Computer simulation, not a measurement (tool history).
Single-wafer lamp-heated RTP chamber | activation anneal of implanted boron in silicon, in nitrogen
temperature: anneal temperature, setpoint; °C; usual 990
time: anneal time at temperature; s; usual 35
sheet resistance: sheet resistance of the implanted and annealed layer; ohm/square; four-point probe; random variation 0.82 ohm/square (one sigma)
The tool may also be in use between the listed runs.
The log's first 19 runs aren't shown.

run   hour  temperature  time  read-back reference wafer on the same gauge, sheet resistance  sheet resistance
 20  233.1          990    35                                                         190.04            209.71
 21  242.2          990    29                                                         190.13            210.63
 22  259.5          990    35                                                         190.05            208.01
 23  269.0         1009    35                                                         190.15            205.26
 24  285.9         1013    35                                                         190.10            204.18
 25  298.4          990    26                                                         190.00            208.81
 26  313.5          990    35                                                         190.01            208.86
 27  320.1          990    23                                                         190.12            210.32
 28  337.2          982    35                                                         190.03            213.66
 29  352.8          990    49                                                         189.97            207.50
 30  364.9         1005    27                                                         189.94            204.51
 31  378.9          998    23                                                         190.06            207.81
 32  394.2          990    35                                                         189.99            209.20
 33  403.8         1006    35                                                         189.85            204.37
 34  419.3          964    53                                                         190.05            223.55
 35  427.8          980    25                                                         189.95            215.71
 36  440.2         1017    53                                                         189.94            201.92
 37  447.0          962    48                                                         190.12            227.10
 38  464.4          990    35                                                         189.98            209.23

3 ways to go on from here, each from the tool as it stands after run 38. What would each give?
  A  464.8          990    22                                                              ?                 ?
  B  464.8          974    50                                                              ?                 ?
  C  464.8          960    16                                                              ?                 ?

run  read-back reference wafer on the same gauge, sheet resistance  sheet resistance
  A                                                         190.12            211.16
  B                                                         190.12            215.31
  C                                                         190.12            239.87
Without the tool's hidden state the same runs would have given:
run  sheet resistance
  A            211.16
  B            215.31
  C            239.87

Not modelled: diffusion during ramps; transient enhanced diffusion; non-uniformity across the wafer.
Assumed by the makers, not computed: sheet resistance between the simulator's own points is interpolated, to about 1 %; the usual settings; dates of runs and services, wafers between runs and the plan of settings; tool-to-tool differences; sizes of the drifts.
